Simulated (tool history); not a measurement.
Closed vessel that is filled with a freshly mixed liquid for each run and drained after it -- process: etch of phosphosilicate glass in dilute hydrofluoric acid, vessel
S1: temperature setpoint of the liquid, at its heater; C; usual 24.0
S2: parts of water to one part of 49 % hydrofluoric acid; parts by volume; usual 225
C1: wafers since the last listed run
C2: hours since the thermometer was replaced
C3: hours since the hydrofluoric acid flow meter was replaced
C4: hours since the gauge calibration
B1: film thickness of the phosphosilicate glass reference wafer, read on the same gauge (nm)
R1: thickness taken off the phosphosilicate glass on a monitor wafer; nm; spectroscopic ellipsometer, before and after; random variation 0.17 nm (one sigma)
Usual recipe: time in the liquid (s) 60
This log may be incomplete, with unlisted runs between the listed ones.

Run 1, hour 0.0: usual settings but S1 22.5 C; C1 0; C2 599.3; C3 1681.2; C4 53.9; B1 79.98. Result: R1 20.38 nm.
Run 2, hour 20.7: usual settings but S1 22.5 C; C1 1842; C2 620.0; C3 1701.9; C4 74.6; B1 80.02. Result: R1 20.38 nm.
Run 3, hour 34.1: usual settings but S1 21.0 C; C1 1192; C2 633.4; C3 1715.3; C4 88.0; B1 79.99. Result: R1 19.40 nm.
Run 4, hour 46.8: usual settings; C1 1130; C2 646.1; C3 1728.0; C4 100.7; B1 79.99. Result: R1 21.70 nm.
Run 5, hour 69.3: usual settings; C1 2002; C2 668.6; C3 1750.5; C4 123.2; B1 79.99. Result: R1 21.75 nm.
Run 6, hour 92.5: usual settings; C1 2065; C2 691.8; C3 1773.7; C4 146.4; B1 80.03. Result: R1 21.49 nm.
Run 7, hour 111.5: usual settings; C1 1691; C2 710.8; C3 1792.7; C4 165.4; B1 79.98. Result: R1 21.27 nm.
Run 8, hour 128.8: usual settings; C1 1539; C2 728.1; C3 1810.0; C4 182.7; B1 79.96. Result: R1 21.41 nm.
Run 9, hour 142.1: usual settings; C1 1183; C2 741.4; C3 1823.3; C4 196.0; B1 80.03. Result: R1 21.77 nm.
Run 10, hour 176.0: usual settings; C1 3017; C2 775.3; C3 1857.2; C4 229.9; B1 80.01. Result: R1 21.46 nm.
Run 11, hour 205.4: usual settings; C1 2617; C2 804.7; C3 1886.6; C4 259.3; B1 80.01. Result: R1 21.39 nm.
Run 12, hour 229.9: usual settings; C1 2180; C2 829.2; C3 1911.1; C4 283.8; B1 79.94. Result: R1 21.29 nm.
At hour 231.5: thermometer replaced.
Run 13, hour 249.3: usual settings but S1 28.0 C; C1 1637; C2 17.8; C3 1930.5; C4 303.2; B1 79.99. Result: R1 24.15 nm.
Run 14, hour 276.6: usual settings but S1 28.0 C; C1 2430; C2 45.1; C3 1957.8; C4 330.5; B1 79.96. Result: R1 24.22 nm.
Run 15, hour 300.5: usual settings; C1 2127; C2 69.0; C3 1981.7; C4 354.4; B1 79.98. Result: R1 20.90 nm.
Run 16, hour 318.8: usual settings but S2 265 parts by volume; C1 1628; C2 87.3; C3 2000.0; C4 372.7; B1 80.01. Result: R1 16.94 nm.
At hour 339.1: hydrofluoric acid flow meter replaced.
Run 17, hour 348.7: usual settings; C1 2572; C2 117.2; C3 9.6; C4 402.6; B1 79.98. Result: R1 24.41 nm.
Run 18, hour 380.8: usual settings but S1 28.5 C, S2 145 parts by volume; C1 2857; C2 149.3; C3 41.7; C4 434.7; B1 80.00. Result: R1 49.12 nm.
Run 19, hour 400.2: usual settings; C1 1726; C2 168.7; C3 61.1; C4 454.1; B1 79.99. Result: R1 24.57 nm.
At hour 405.1: gauge calibrated.
Run 20, hour 419.4: usual settings; C1 1709; C2 187.9; C3 80.3; C4 14.3; B1 79.99. Result: R1 24.29 nm.
Run 21, hour 449.3: usual settings but S2 315 parts by volume, time in the liquid (s) 30; C1 2661; C2 217.8; C3 110.2; C4 44.2; B1 79.98. Result: R1 7.93 nm.
Run 22, hour 470.5: usual settings but S1 28.0 C, S2 130 parts by volume; C1 1887; C2 239.0; C3 131.4; C4 65.4; B1 79.98. Result: R1 53.80 nm.
Run 23, hour 578.4: usual settings but S1 28.5 C, S2 330 parts by volume; C1 9604; C2 346.9; C3 239.3; C4 173.3; B1 80.04. Result: R1 17.13 nm.
Run 24, hour 617.3: usual settings but S1 21.0 C; C1 3462; C2 385.8; C3 278.2; C4 212.2; B1 79.96. Result: R1 21.42 nm.
Run 25, hour 651.3: usual settings but S1 22.0 C, time in the liquid (s) 85; C1 3026; C2 419.8; C3 312.2; C4 246.2; B1 79.99. Result: R1 31.58 nm.
Run 26, hour 670.2: usual settings but S1 22.5 C, S2 310 parts by volume, time in the liquid (s) 70; C1 1682; C2 438.7; C3 331.1; C4 265.1; B1 79.98. Result: R1 17.56 nm.
Run 27, hour 697.0: usual settings but S1 19.0 C, S2 140 parts by volume, time in the liquid (s) 35; C1 2385; C2 465.5; C3 357.9; C4 291.9; B1 79.98. Result: R1 20.16 nm.
Run 28, hour 713.7: usual settings but S2 300 parts by volume; C1 1486; C2 482.2; C3 374.6; C4 308.6; B1 79.99. Result: R1 16.63 nm.

Predict the results of run 29:
Run 29, hour 728.0: usual settings; C1 1272; C2 496.5; C3 388.9; C4 322.9; B1 ?. Result: R1 ?.

{"run 29": {"B1": 80.02, "R1": 24.02}}
With no hidden state in the tool, this same run would have given R1 24.73 nm.
